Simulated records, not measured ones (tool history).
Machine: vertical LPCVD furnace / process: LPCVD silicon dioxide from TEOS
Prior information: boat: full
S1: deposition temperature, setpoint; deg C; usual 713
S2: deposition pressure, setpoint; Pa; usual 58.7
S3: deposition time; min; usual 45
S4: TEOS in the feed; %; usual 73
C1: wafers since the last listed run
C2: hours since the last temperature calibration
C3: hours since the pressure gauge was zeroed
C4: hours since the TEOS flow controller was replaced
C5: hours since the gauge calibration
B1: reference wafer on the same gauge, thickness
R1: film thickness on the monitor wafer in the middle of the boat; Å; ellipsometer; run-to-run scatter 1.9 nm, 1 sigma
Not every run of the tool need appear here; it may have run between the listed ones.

run 1 hour=0 | S1=713 S2=58.7 S3=45 S4=73 | C1=0 C2=3283.9 C3=3760.4 C4=2808.9 C5=348.2 | B1=607.14 | R1=5874.8
run 2 hour=63.5 | S1=713 S2=58.7 S3=45 S4=73 | C1=778 C2=3347.4 C3=3823.9 C4=2872.4 C5=411.7 | B1=607.44 | R1=5887.2
run 3 hour=96.8 | S1=713 S2=65.3 S3=45 S4=73 | C1=408 C2=3380.7 C3=3857.2 C4=2905.7 C5=445 | B1=606.79 | R1=6187.2
run 4 hour=145.4 | S1=713 S2=65.3 S3=45 S4=73 | C1=596 C2=3429.3 C3=3905.8 C4=2954.3 C5=493.6 | B1=607.09 | R1=6197.2
run 5 hour=178.8 | S1=713 S2=65.3 S3=45 S4=73 | C1=409 C2=3462.7 C3=3939.2 C4=2987.7 C5=527 | B1=606.68 | R1=6167.2
-- hour=230.7 gauge calibrated
-- hour=247.4 thermocouples replaced and temperature profile calibrated
run 6 hour=247.9 | S1=713 S2=58.7 S3=45 S4=73 | C1=553 C2=0.5 C3=4008.3 C4=3056.8 C5=17.2 | B1=606.64 | R1=5336.1
run 7 hour=265.4 | S1=713 S2=58.7 S3=45 S4=73 | C1=214 C2=18 C3=4025.8 C4=3074.3 C5=34.7 | B1=606.81 | R1=5377.6
-- hour=291.3 TEOS flow controller replaced
-- hour=316.8 pressure gauge zeroed
run 8 hour=321.7 | S1=713 S2=58.7 S3=61.5 S4=62 | C1=101 C2=74.3 C3=4.9 C4=30.4 C5=91 | B1=606.65 | R1=6797.8
run 9 hour=377.5 | S1=713 S2=58.7 S3=45 S4=73 | C1=684 C2=130.1 C3=60.7 C4=86.2 C5=146.8 | B1=607.03 | R1=5432.4
run 10 hour=420.5 | S1=722 S2=52 S3=29.5 S4=80 | C1=527 C2=173.1 C3=103.7 C4=129.2 C5=189.8 | B1=606.83 | R1=4275
run 11 hour=480.8 | S1=713 S2=58.7 S3=45 S4=73 | C1=739 C2=233.4 C3=164 C4=189.5 C5=250.1 | B1=606.87 | R1=5428.6
run 12 hour=530.3 | S1=713 S2=58.7 S3=45 S4=80 | C1=607 C2=282.9 C3=213.5 C4=239 C5=299.6 | B1=607.54 | R1=5685.4
run 13 hour=628.9 | S1=713 S2=70.7 S3=45 S4=73 | C1=1209 C2=381.5 C3=312.1 C4=337.6 C5=398.2 | B1=606.65 | R1=6050.6
run 14 hour=700.4 | S1=713 S2=58.7 S3=45 S4=73 | C1=876 C2=453 C3=383.6 C4=409.1 C5=469.7 | B1=606.92 | R1=5541.5

Alternative continuations, all from the tool just after run 14; predict every row:
run A hour=705.9 | S1=713 S2=58.7 S3=45 S4=73 | C1=67 C2=458.5 C3=389.1 C4=414.6 C5=475.2 | B1=? | R1=?
run B hour=705.9 | S1=705 S2=58.7 S3=51 S4=79 | C1=67 C2=458.5 C3=389.1 C4=414.6 C5=475.2 | B1=? | R1=?
run C hour=705.9 | S1=717 S2=58.7 S3=30.5 S4=73 | C1=67 C2=458.5 C3=389.1 C4=414.6 C5=475.2 | B1=? | R1=?
run D hour=705.9 | S1=718 S2=58.7 S3=45 S4=61 | C1=67 C2=458.5 C3=389.1 C4=414.6 C5=475.2 | B1=? | R1=?

run=A B1=606.92 R1=5520.7
run=B B1=606.92 R1=5425.4
run=C B1=606.92 R1=4093.9
run=D B1=606.92 R1=5646.3
Without the tool's unlogged condition, the same runs would have read:
run=A R1=5337.7
run=B R1=5242.6
run=C R1=3959.3
run=D R1=5461.1
